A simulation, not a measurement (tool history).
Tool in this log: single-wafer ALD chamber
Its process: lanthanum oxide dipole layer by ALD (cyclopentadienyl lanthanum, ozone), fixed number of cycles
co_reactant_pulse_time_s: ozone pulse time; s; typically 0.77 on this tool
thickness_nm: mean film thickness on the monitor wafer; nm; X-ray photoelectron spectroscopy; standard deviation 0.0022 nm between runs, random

run,hour,co_reactant_pulse_time_s,wafers since the last listed run,hours since the last thermocouple change,hours since the last ozone generator service,hours since the showerhead was replaced,hours since the gauge calibration,"read-back reference wafer on the same gauge, thickness_nm",thickness_nm
1,0,0.77,0,102,1040.5,3575.4,677.5,0.367,0.429
2,65.5,0.58,819,167.5,1106,3640.9,743,0.367,0.38
3,128.3,0.77,785,230.3,1168.8,3703.7,805.8,0.367,0.429
4,171.6,0.77,541,273.6,1212.1,3747,849.1,0.367,0.429
5,253.3,0.77,1021,355.3,1293.8,3828.7,930.8,0.367,0.431
# hour 263.2: ozone generator serviced
6,346.9,0.77,1070,448.9,83.7,3922.3,1024.4,0.367,0.438
7,449,0.77,1277,551,185.8,4024.4,1126.5,0.367,0.439
8,514.9,0.77,824,616.9,251.7,4090.3,1192.4,0.367,0.439
9,587.7,0.77,910,689.7,324.5,4163.1,1265.2,0.367,0.437
10,686.5,0.77,1235,788.5,423.3,4261.9,1364,0.367,0.436
11,794.2,0.62,1347,896.2,531,4369.6,1471.7,0.367,0.398
12,1109.3,1,3941,1211.3,846.1,4684.7,1786.8,0.367,0.474
# hour 1291.8: thermocouple changed; heater temperature recalibrated
13,1380,0.99,3285,88.2,1116.8,4955.4,2057.5,0.367,0.474
14,1444.6,0.68,808,152.8,1181.4,5020,2122.1,0.367,0.407
15,1549.6,0.99,1313,257.8,1286.4,5125,2227.1,0.366,0.471
# hour 1582.4: gauge calibrated
# hour 1589.2: ozone generator serviced
16,1625,0.77,843,333.2,35.8,5200.4,42.6,0.367,0.445
17,1720.5,0.67,1194,428.7,131.3,5295.9,138.1,0.367,0.422
18,1825.9,0.77,1318,534.1,236.7,5401.3,243.5,0.367,0.445
# hour 1849: showerhead replaced
19,1863.7,0.63,372,571.9,274.5,14.7,281.3,0.367,0.406
20,1939.9,0.77,953,648.1,350.7,90.9,357.5,0.367,0.437
21,2041.4,0.85,1269,749.6,452.2,192.4,459,0.367,0.452
22,2085.6,0.69,552,793.8,496.4,236.6,503.2,0.367,0.415
23,2170.3,0.77,1059,878.5,581.1,321.3,587.9,0.367,0.434
24,2235,0.49,809,943.2,645.8,386,652.6,0.367,0.354
25,2340.3,0.92,1317,1048.5,751.1,491.3,757.9,0.367,0.464

Branching from run 25: 3 alternative next runs. What would each branch give?
A,2340.7,0.77,5,1048.9,751.5,491.7,758.3,?,?
B,2340.7,1.04,5,1048.9,751.5,491.7,758.3,?,?
C,2340.7,0.48,5,1048.9,751.5,491.7,758.3,?,?

run,"read-back reference wafer on the same gauge, thickness_nm",thickness_nm
A,0.367,0.434
B,0.367,0.483
C,0.367,0.353
What these runs would have given with no unlogged condition in the tool:
run,thickness_nm
A,0.447
B,0.493
C,0.367
